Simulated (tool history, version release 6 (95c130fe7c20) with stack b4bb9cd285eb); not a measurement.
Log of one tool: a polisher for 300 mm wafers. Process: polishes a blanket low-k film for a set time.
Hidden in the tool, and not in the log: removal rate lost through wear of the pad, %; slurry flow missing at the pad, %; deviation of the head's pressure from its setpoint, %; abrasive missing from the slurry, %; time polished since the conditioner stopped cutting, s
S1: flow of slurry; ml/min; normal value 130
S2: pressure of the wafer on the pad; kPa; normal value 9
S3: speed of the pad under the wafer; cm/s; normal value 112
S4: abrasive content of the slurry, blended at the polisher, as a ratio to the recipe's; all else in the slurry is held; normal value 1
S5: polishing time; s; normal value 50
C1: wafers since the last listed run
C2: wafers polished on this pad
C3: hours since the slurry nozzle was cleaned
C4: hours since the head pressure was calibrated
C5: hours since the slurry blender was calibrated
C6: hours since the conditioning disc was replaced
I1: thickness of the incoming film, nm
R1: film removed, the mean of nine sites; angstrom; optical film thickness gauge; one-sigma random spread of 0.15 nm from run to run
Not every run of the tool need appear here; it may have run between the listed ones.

run 1 day=0 | S1=130 S2=9 S3=112 S4=1 S5=50 | C1=0 C2=306 C3=339.9 C4=361.3 C5=55.5 C6=85.3 | I1=396 | R1=144
run 2 day=1.029 | S1=100 S2=9 S3=112 S4=1 S5=50 | C1=267 C2=573 C3=364.6 C4=386 C5=80.2 C6=110 | I1=393.2 | R1=132
run 3 day=2.871 | S1=100 S2=9 S3=112 S4=1 S5=50 | C1=477 C2=1050 C3=408.8 C4=430.2 C5=124.4 C6=154.2 | I1=394.8 | R1=128
run 4 day=5.683 | S1=110 S2=10.3 S3=88 S4=1 S5=39 | C1=729 C2=1780 C3=476.3 C4=497.7 C5=191.9 C6=221.7 | I1=387.5 | R1=102
run 5 day=7.433 | S1=130 S2=9 S3=126 S4=1 S5=37 | C1=454 C2=2234 C3=518.3 C4=539.7 C5=233.9 C6=263.7 | I1=387.4 | R1=108
run 6 day=8.879 | S1=110 S2=9 S3=112 S4=1.1 S5=50 | C1=375 C2=2609 C3=553 C4=574.4 C5=268.6 C6=298.4 | I1=389.9 | R1=136
run 7 day=10.704 | S1=130 S2=9 S3=112 S4=0.85 S5=50 | C1=473 C2=3083 C3=596.8 C4=618.2 C5=312.4 C6=342.2 | I1=389.1 | R1=118
-- day=12.012 slurry blender recalibrated
run 8 day=12.075 | S1=130 S2=9 S3=136 S4=1 S5=50 | C1=334 C2=3417 C3=629.7 C4=651.1 C5=1.5 C6=375.1 | I1=388 | R1=144
-- day=12.129 slurry nozzle cleaned
-- day=13.412 conditioning disc replaced and pad reconditioned
run 9 day=14.225 | S1=130 S2=6.9 S3=112 S4=1 S5=65 | C1=525 C2=3943 C3=50.3 C4=702.7 C5=53.1 C6=19.5 | I1=384.3 | R1=160
-- day=14.708 worn pad replaced by a new one
run 10 day=15.308 | S1=130 S2=9 S3=112 S4=1 S5=50 | C1=237 C2=155 C3=76.3 C4=728.7 C5=79.1 C6=45.5 | I1=396.1 | R1=160
run 11 day=18.179 | S1=130 S2=9 S3=112 S4=1 S5=50 | C1=744 C2=900 C3=145.2 C4=797.6 C5=148 C6=114.4 | I1=391.6 | R1=154
run 12 day=19.388 | S1=130 S2=9 S3=112 S4=0.75 S5=66 | C1=313 C2=1214 C3=174.2 C4=826.6 C5=177 C6=143.4 | I1=395.2 | R1=167
run 13 day=21.883 | S1=130 S2=9 S3=150 S4=1 S5=50 | C1=647 C2=1862 C3=234.1 C4=886.5 C5=236.9 C6=203.3 | I1=389.8 | R1=174
run 14 day=23.454 | S1=130 S2=9 S3=112 S4=0.75 S5=50 | C1=407 C2=2269 C3=271.8 C4=924.2 C5=274.6 C6=241 | I1=391 | R1=121
run 15 day=24.742 | S1=130 S2=9 S3=98 S4=1 S5=50 | C1=334 C2=2603 C3=302.7 C4=955.1 C5=305.5 C6=271.9 | I1=387.5 | R1=133
-- day=24.858 head pressure recalibrated
run 16 day=26.521 | S1=100 S2=11 S3=112 S4=0.85 S5=59 | C1=440 C2=3043 C3=345.4 C4=39.9 C5=348.2 C6=314.6 | I1=392.5 | R1=171
-- day=27.821 slurry blender recalibrated
run 17 day=29.379 | S1=130 S2=9 S3=112 S4=1 S5=50 | C1=720 C2=3763 C3=414 C4=108.5 C5=37.4 C6=383.2 | I1=389.2 | R1=134
-- day=30.067 conditioning disc replaced and pad reconditioned
run 18 day=31.721 | S1=130 S2=5.5 S3=112 S4=1.25 S5=50 | C1=585 C2=4349 C3=470.2 C4=164.7 C5=93.6 C6=39.7 | I1=389.9 | R1=100
-- day=32.012 worn pad replaced by a new one
run 19 day=33.908 | S1=130 S2=9 S3=124 S4=1.15 S5=50 | C1=524 C2=491 C3=522.7 C4=217.2 C5=146.1 C6=92.2 | I1=392 | R1=167
-- day=34.725 slurry nozzle cleaned
run 20 day=35.546 | S1=170 S2=9 S3=90 S4=1 S5=50 | C1=414 C2=905 C3=19.7 C4=256.5 C5=185.4 C6=131.5 | I1=392.3 | R1=148
run 21 day=37.2 | S1=130 S2=9 S3=126 S4=1 S5=37 | C1=429 C2=1335 C3=59.4 C4=296.2 C5=225.1 C6=171.2 | I1=390.7 | R1=125
run 22 day=39.479 | S1=130 S2=9 S3=112 S4=1 S5=67 | C1=591 C2=1926 C3=114.1 C4=350.9 C5=279.8 C6=225.9 | I1=390.5 | R1=205
run 23 day=41.025 | S1=170 S2=8.3 S3=112 S4=1.15 S5=43 | C1=401 C2=2327 C3=151.2 C4=388 C5=316.9 C6=263 | I1=388.1 | R1=137
run 24 day=43.875 | S1=130 S2=9 S3=112 S4=1 S5=50 | C1=739 C2=3067 C3=219.6 C4=456.4 C5=385.3 C6=331.4 | I1=387.8 | R1=144

Alternative continuations, all from the tool just after run 24; predict every row:
run A day=43.892 | S1=90 S2=9 S3=112 S4=1 S5=50 | C1=4 C2=3071 C3=220 C4=456.8 C5=385.7 C6=331.8 | I1=389.5 | R1=?
run B day=43.892 | S1=95 S2=7.6 S3=86 S4=1.1 S5=50 | C1=4 C2=3071 C3=220 C4=456.8 C5=385.7 C6=331.8 | I1=389.5 | R1=?
run C day=43.892 | S1=170 S2=11 S3=112 S4=0.75 S5=50 | C1=4 C2=3071 C3=220 C4=456.8 C5=385.7 C6=331.8 | I1=389.5 | R1=?
run D day=43.892 | S1=165 S2=9 S3=112 S4=1.2 S5=50 | C1=4 C2=3071 C3=220 C4=456.8 C5=385.7 C6=331.8 | I1=389.5 | R1=?
run E day=43.892 | S1=95 S2=9 S3=112 S4=1 S5=55 | C1=4 C2=3071 C3=220 C4=456.8 C5=385.7 C6=331.8 | I1=389.5 | R1=?

run=A R1=130
run=B R1=102
run=C R1=158
run=D R1=168
run=E R1=145
With the hidden condition removed and each run's random variation left untouched, the same runs would have given:
run=A R1=152
run=B R1=118
run=C R1=180
run=D R1=189
run=E R1=170
